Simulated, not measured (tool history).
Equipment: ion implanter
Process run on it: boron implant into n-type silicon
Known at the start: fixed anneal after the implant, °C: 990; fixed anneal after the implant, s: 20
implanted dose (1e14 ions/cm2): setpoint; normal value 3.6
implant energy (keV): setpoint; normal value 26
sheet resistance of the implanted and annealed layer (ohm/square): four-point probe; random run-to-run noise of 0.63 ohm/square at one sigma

run    hour  implanted dose (1e14 ions/cm2)  implant energy (keV)  read-back reference wafer on the same gauge, sheet resistance  sheet resistance of the implanted and annealed layer (ohm/square)
  1       0                            4.35                    26                                                         310.06                                                             242.78
  2     105                            4.35                    26                                                         310.11                                                             241.68
  3   146.1                             3.6                    26                                                          310.3                                                             281.06
  4   192.2                             3.6                    26                                                         309.83                                                             281.27
  5   262.7                            3.19                    26                                                         309.93                                                             307.58
  6   357.1                            3.19                    26                                                         310.07                                                             308.03
  7   416.8                             3.6                    31                                                         310.08                                                             275.02
  8   673.9                             3.6                    31                                                         309.82                                                             275.19
  9     749                             3.6                    26                                                         310.02                                                             280.82
 10     836                             3.6                    26                                                         309.85                                                             279.74
 11   938.9                             3.6                    26                                                         309.83                                                             279.69
 12  1021.8                             3.6                    33                                                         309.98                                                             273.42
     1127.3  -- Faraday cup replaced and dose calibrated
 13  1127.8                             3.6                    33                                                         309.91                                                             276.87
 14  1209.7                             3.6                    33                                                         310.05                                                             276.08
 15  1309.2                             3.6                    30                                                         309.93                                                             279.18
 16  1358.4                             3.6                    30                                                         310.06                                                             279.71
 17  1402.9                             3.6                    26                                                         310.04                                                             282.24
 18    1482                            4.33                    29                                                         310.25                                                             242.38
     1568.8  -- gauge calibrated
 19  1581.5                             3.6                    26                                                         309.98                                                             281.72
 20  1658.1                             3.6                    26                                                         309.94                                                             281.85
     1673.4  -- extraction supply calibrated
 21  1701.9                             3.6                    26                                                         309.81                                                             280.97
 22  1755.1                            3.21                    33                                                         309.93                                                             300.73
 23  1838.1                            2.73                  29.5                                                         309.89                                                             342.95
 24  1919.3                            3.92                    23                                                         310.21                                                              265.9
 25  1963.9                            4.27                    35                                                         310.03                                                             239.64
 26  2069.7                            3.07                    26                                                         309.97                                                             319.56
 27  2121.3                            3.19                    26                                                         310.25                                                             308.74
 28  2202.1                             3.6                  18.5                                                         310.01                                                             289.28
 29  2274.7                             3.6                    26                                                         309.96                                                             280.03
 30  2340.9                             3.6                    26                                                         310.06                                                             282.14
 31  2381.1                             3.6                    26                                                         310.16                                                             280.85
 32  2470.3                             2.9                    35                                                          310.1                                                             321.24
 33  2531.8                            3.93                    26                                                         309.71                                                             261.35
 34  2605.6                            3.13                  30.5                                                         309.98                                                             307.42
 35  2678.1                            3.98                  23.5                                                         309.92                                                             260.49

Alternative continuations, all from the tool just after run 35; predict every row:
  A  2678.5                             3.6                    26                                                              ?                                                                  ?
  B  2678.5                            2.55                    26                                                              ?                                                                  ?
  C  2678.5                             4.2                  20.5                                                              ?                                                                  ?
  D  2678.5                            3.33                  31.5                                                              ?                                                                  ?

run  read-back reference wafer on the same gauge, sheet resistance  sheet resistance of the implanted and annealed layer (ohm/square)
  A                                                         310.05                                                             281.08
  B                                                         310.05                                                             366.55
  C                                                         310.05                                                             253.89
  D                                                         310.05                                                             293.52
With no hidden state in the tool, these same runs would have given:
run  sheet resistance of the implanted and annealed layer (ohm/square)
  A                                                              283.2
  B                                                             369.27
  C                                                             255.84
  D                                                              295.7
